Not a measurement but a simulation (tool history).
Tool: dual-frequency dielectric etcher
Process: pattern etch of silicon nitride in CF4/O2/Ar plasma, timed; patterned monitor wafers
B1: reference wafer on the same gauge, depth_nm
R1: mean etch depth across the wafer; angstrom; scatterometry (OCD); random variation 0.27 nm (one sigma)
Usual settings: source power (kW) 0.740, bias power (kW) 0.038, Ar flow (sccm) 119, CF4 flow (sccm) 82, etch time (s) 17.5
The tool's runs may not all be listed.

Run 1, day 0.000: usual settings but bias power (kW) 0.048, Ar flow (sccm) 139, CF4 flow (sccm) 62, etch time (s) 14.5; B1 37.61. Result: R1 336.7 angstrom.
Run 2, day 0.012: usual settings but Ar flow (sccm) 139; B1 37.60. Result: R1 398.5 angstrom.
Run 3, day 0.050: usual settings; B1 37.54. Result: R1 414.3 angstrom.
Run 4, day 0.467: usual settings but CF4 flow (sccm) 93; B1 37.61. Result: R1 425.8 angstrom.
Run 5, day 1.188: usual settings but Ar flow (sccm) 94; B1 37.58. Result: R1 441.6 angstrom.
Run 6, day 1.717: usual settings but source power (kW) 0.610, bias power (kW) 0.045, CF4 flow (sccm) 73; B1 37.61. Result: R1 348.1 angstrom.
Run 7, day 2.104: usual settings but source power (kW) 0.860; B1 37.73. Result: R1 488.7 angstrom.
At day 2.608: bias power generator calibrated.
Run 8, day 2.754: usual settings but etch time (s) 22.0; B1 37.47. Result: R1 526.4 angstrom.
Run 9, day 3.017: usual settings; B1 37.56. Result: R1 418.0 angstrom.
At day 3.054: gauge calibrated.
Run 10, day 3.400: usual settings but source power (kW) 0.850, CF4 flow (sccm) 62; B1 37.53. Result: R1 458.4 angstrom.
Run 11, day 3.754: usual settings but source power (kW) 0.860, bias power (kW) 0.033, Ar flow (sccm) 93; B1 37.58. Result: R1 501.2 angstrom.
At day 4.258: source power generator calibrated.
Run 12, day 4.358: usual settings; B1 37.61. Result: R1 423.3 angstrom.
At day 4.654: CF4 flow controller replaced.
Run 13, day 5.054: usual settings but source power (kW) 0.610, Ar flow (sccm) 101, etch time (s) 13.0; B1 37.50. Result: R1 266.1 angstrom.
Run 14, day 5.562: usual settings but etch time (s) 13.0; B1 37.62. Result: R1 315.0 angstrom.
Run 15, day 5.912: usual settings but CF4 flow (sccm) 93; B1 37.71. Result: R1 427.7 angstrom.
Run 16, day 6.425: usual settings but bias power (kW) 0.031, CF4 flow (sccm) 98, etch time (s) 19.0; B1 37.62. Result: R1 454.6 angstrom.
Run 17, day 6.779: usual settings; B1 37.72. Result: R1 417.9 angstrom.
Run 18, day 7.075: usual settings but source power (kW) 0.670, etch time (s) 19.5; B1 37.60. Result: R1 423.9 angstrom.
Run 19, day 7.667: usual settings but bias power (kW) 0.034, Ar flow (sccm) 109, etch time (s) 19.0; B1 37.63. Result: R1 456.2 angstrom.
Run 20, day 8.275: usual settings but source power (kW) 0.560, bias power (kW) 0.047, Ar flow (sccm) 138, CF4 flow (sccm) 64; B1 37.57. Result: R1 307.5 angstrom.
Run 21, day 8.583: usual settings but source power (kW) 0.840, CF4 flow (sccm) 91, etch time (s) 20.0; B1 37.58. Result: R1 567.7 angstrom.
Run 22, day 8.983: usual settings but bias power (kW) 0.046, Ar flow (sccm) 100, CF4 flow (sccm) 100, etch time (s) 21.0; B1 37.70. Result: R1 575.7 angstrom.

Forecast each of these 3 alternatives for the next run:
Run A, day 9.000: usual settings; B1 ?. Result: R1 ?.
Run B, day 9.000: usual settings but bias power (kW) 0.042; B1 ?. Result: R1 ?.
Run C, day 9.000: usual settings but Ar flow (sccm) 95; B1 ?. Result: R1 ?.

run     B1     R1
  A  37.65  425.5
  B  37.65  435.7
  C  37.65  446.6
Without the tool's hidden state the same runs would have given:
run     R1
  A  410.0
  B  419.8
  C  430.3
